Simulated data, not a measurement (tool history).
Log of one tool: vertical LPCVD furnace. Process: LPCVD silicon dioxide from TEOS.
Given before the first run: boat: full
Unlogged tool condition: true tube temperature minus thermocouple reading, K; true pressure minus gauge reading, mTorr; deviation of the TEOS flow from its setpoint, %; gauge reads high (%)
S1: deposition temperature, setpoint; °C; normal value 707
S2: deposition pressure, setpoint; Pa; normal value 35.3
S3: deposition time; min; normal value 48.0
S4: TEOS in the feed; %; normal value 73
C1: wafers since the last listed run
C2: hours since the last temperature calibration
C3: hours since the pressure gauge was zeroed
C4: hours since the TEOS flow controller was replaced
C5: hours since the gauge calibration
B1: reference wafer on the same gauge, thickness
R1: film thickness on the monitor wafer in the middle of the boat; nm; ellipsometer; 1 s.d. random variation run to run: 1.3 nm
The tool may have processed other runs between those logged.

run,day,S1,S2,S3,S4,C1,C2,C3,C4,C5,B1,R1
1,0.000,707,35.3,48.0,73,0,2728.9,1137.6,2147.2,313.3,453.65,387.08
2,3.679,707,35.3,48.0,73,1632,2817.2,1225.9,2235.5,401.6,453.68,390.17
3,7.846,707,35.3,42.0,73,1848,2917.2,1325.9,2335.5,501.6,454.53,340.30
4,11.800,707,35.3,42.0,73,1754,3012.1,1420.8,2430.4,596.5,454.31,340.15
5,13.421,707,35.3,42.0,73,719,3051.0,1459.7,2469.3,635.4,454.31,339.71
6,16.792,707,35.3,48.0,66,1495,3131.9,1540.6,2550.2,716.3,453.91,371.77
7,20.854,707,35.3,48.0,66,1802,3229.4,1638.1,2647.7,813.8,453.71,370.85
8,22.408,707,35.3,48.0,66,689,3266.7,1675.4,2685.0,851.1,453.95,371.97
9,24.262,707,35.3,48.0,73,822,3311.2,1719.9,2729.5,895.6,454.62,389.71
10,28.150,707,35.3,48.0,73,1725,3404.5,1813.2,2822.8,988.9,454.32,389.50
11,30.654,707,35.3,48.0,73,1111,3464.6,1873.3,2882.9,1049.0,453.29,388.17
# day 33.117: thermocouples replaced and temperature profile calibrated
# day 33.421: TEOS flow controller replaced
12,33.442,707,35.3,48.0,73,659,7.8,1940.2,0.5,1115.9,454.38,396.34
13,34.383,707,35.3,48.0,58,417,30.4,1962.8,23.1,1138.5,453.72,356.06
14,36.871,707,42.0,48.0,86,1103,90.1,2022.5,82.8,1198.2,453.80,472.58
15,40.254,707,35.3,48.0,73,1501,171.3,2103.7,164.0,1279.4,454.05,400.05
# day 40.508: gauge calibrated
16,42.325,707,42.0,48.0,86,918,221.0,2153.4,213.7,43.6,453.98,471.42
17,46.575,716,42.7,60.0,73,1885,323.0,2255.4,315.7,145.6,453.58,672.50
18,49.696,703,32.7,39.5,61,1384,397.9,2330.3,390.6,220.5,453.73,261.90
# day 54.662: thermocouples replaced and temperature profile calibrated, repeated, since the last time left the tool worse
# day 56.904: pressure gauge zeroed
19,60.829,707,35.3,48.0,77,4052,148.0,94.2,657.8,487.7,453.73,392.49
20,68.638,700,43.3,48.0,58,3464,335.4,281.6,845.2,675.1,453.96,320.01
21,72.150,699,38.0,29.0,73,1558,419.7,365.9,929.5,759.4,454.38,199.49
22,77.888,707,35.3,48.0,66,2545,557.4,503.6,1067.2,897.1,453.82,362.64
23,82.242,707,35.3,48.0,73,1932,661.9,608.1,1171.7,1001.6,453.07,385.34
# day 86.225: gauge calibrated
24,86.421,717,35.3,48.0,81,1854,762.2,708.4,1272.0,4.7,454.21,508.48
25,88.279,707,35.3,48.0,73,824,806.8,753.0,1316.6,49.3,454.11,383.92

What if the next run were any one of these 3? Each begins from the tool's condition after run 25:
A,88.454,707,35.3,48.0,73,77,811.0,757.2,1320.8,53.5,?,?
B,88.454,699,35.3,48.0,87,77,811.0,757.2,1320.8,53.5,?,?
C,88.454,716,35.3,48.0,79,77,811.0,757.2,1320.8,53.5,?,?

run,B1,R1
A,454.33,380.46
B,454.33,345.28
C,454.33,485.48
With no hidden state in the tool, these same runs would have given:
run,R1
A,376.96
B,342.04
C,481.08

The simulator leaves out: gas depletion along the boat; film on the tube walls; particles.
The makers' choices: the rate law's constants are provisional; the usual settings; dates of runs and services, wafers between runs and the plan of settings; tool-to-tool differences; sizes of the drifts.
